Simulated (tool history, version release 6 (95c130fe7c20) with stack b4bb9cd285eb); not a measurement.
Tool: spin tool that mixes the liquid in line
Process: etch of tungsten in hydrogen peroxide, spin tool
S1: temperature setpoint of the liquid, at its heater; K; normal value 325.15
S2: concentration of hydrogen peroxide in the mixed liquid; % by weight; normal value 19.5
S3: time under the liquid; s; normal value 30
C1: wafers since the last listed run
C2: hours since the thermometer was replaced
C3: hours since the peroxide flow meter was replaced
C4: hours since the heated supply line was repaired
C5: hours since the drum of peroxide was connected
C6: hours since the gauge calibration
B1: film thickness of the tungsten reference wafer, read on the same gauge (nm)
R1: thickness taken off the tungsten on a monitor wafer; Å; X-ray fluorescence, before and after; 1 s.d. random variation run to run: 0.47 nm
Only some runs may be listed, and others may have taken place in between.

run 1 hour=0 | S1=325.15 S2=19.5 S3=30 | C1=0 C2=1883.2 C3=1784.7 C4=790.7 C5=800.2 C6=120 | B1=39.97 | R1=451.4
run 2 hour=8.6 | S1=325.15 S2=19.5 S3=30 | C1=135 C2=1891.8 C3=1793.3 C4=799.3 C5=808.8 C6=128.6 | B1=40.03 | R1=449.7
run 3 hour=18.2 | S1=325.15 S2=19.5 S3=30 | C1=150 C2=1901.4 C3=1802.9 C4=808.9 C5=818.4 C6=138.2 | B1=39.98 | R1=453.7
run 4 hour=25.6 | S1=325.15 S2=19.5 S3=30 | C1=116 C2=1908.8 C3=1810.3 C4=816.3 C5=825.8 C6=145.6 | B1=40 | R1=449.5
run 5 hour=43.2 | S1=332.65 S2=19.5 S3=25 | C1=276 C2=1926.4 C3=1827.9 C4=833.9 C5=843.4 C6=163.2 | B1=40 | R1=596.6
-- hour=56.2 thermometer replaced
run 6 hour=57 | S1=332.65 S2=19.5 S3=25 | C1=201 C2=0.8 C3=1841.7 C4=847.7 C5=857.2 C6=177 | B1=40 | R1=575.6
run 7 hour=68.6 | S1=332.65 S2=19.5 S3=25 | C1=182 C2=12.4 C3=1853.3 C4=859.3 C5=868.8 C6=188.6 | B1=40 | R1=595
run 8 hour=75.2 | S1=325.15 S2=19.5 S3=30 | C1=103 C2=19 C3=1859.9 C4=865.9 C5=875.4 C6=195.2 | B1=40 | R1=443
-- hour=77.6 new drum of peroxide connected
-- hour=79.2 gauge calibrated
run 9 hour=81.6 | S1=331.65 S2=22.5 S3=30 | C1=84 C2=25.4 C3=1866.3 C4=872.3 C5=4 C6=2.4 | B1=40.02 | R1=705.2
run 10 hour=102.9 | S1=320.65 S2=15.5 S3=20 | C1=334 C2=46.7 C3=1887.6 C4=893.6 C5=25.3 C6=23.7 | B1=39.98 | R1=200.6
-- hour=110.3 peroxide flow meter replaced
run 11 hour=110.8 | S1=321.15 S2=19.5 S3=45 | C1=108 C2=54.6 C3=0.5 C4=901.5 C5=33.2 C6=31.6 | B1=40.01 | R1=512
run 12 hour=123.8 | S1=331.65 S2=14.5 S3=20 | C1=204 C2=67.6 C3=13.5 C4=914.5 C5=46.2 C6=44.6 | B1=40 | R1=376.4
-- hour=130.6 heated supply line repaired
run 13 hour=131.1 | S1=319.15 S2=16 S3=30 | C1=98 C2=74.9 C3=20.8 C4=0.5 C5=53.5 C6=51.9 | B1=39.98 | R1=349
run 14 hour=143.7 | S1=325.15 S2=13.5 S3=45 | C1=197 C2=87.5 C3=33.4 C4=13.1 C5=66.1 C6=64.5 | B1=39.94 | R1=696.3
run 15 hour=156.1 | S1=325.15 S2=19.5 S3=30 | C1=194 C2=99.9 C3=45.8 C4=25.5 C5=78.5 C6=76.9 | B1=40 | R1=548.2
run 16 hour=171.2 | S1=325.15 S2=19.5 S3=30 | C1=237 C2=115 C3=60.9 C4=40.6 C5=93.6 C6=92 | B1=40.01 | R1=542.6

Here are 4 independent what-if runs from the current tool condition. What would each one return?
run A hour=171.6 | S1=325.15 S2=19.5 S3=15 | C1=6 C2=115.4 C3=61.3 C4=41 C5=94 C6=92.4 | B1=? | R1=?
run B hour=171.6 | S1=325.15 S2=19.5 S3=45 | C1=6 C2=115.4 C3=61.3 C4=41 C5=94 C6=92.4 | B1=? | R1=?
run C hour=171.6 | S1=325.15 S2=23.5 S3=15 | C1=6 C2=115.4 C3=61.3 C4=41 C5=94 C6=92.4 | B1=? | R1=?
run D hour=171.6 | S1=325.15 S2=23.5 S3=40 | C1=6 C2=115.4 C3=61.3 C4=41 C5=94 C6=92.4 | B1=? | R1=?

run=A B1=40.02 R1=275.6
run=B B1=40.02 R1=826.9
run=C B1=40.02 R1=302.6
run=D B1=40.02 R1=806.9
With no hidden state in the tool, these same runs would have given:
run=A R1=293.2
run=B R1=879.6
run=C R1=321.9
run=D R1=858.3
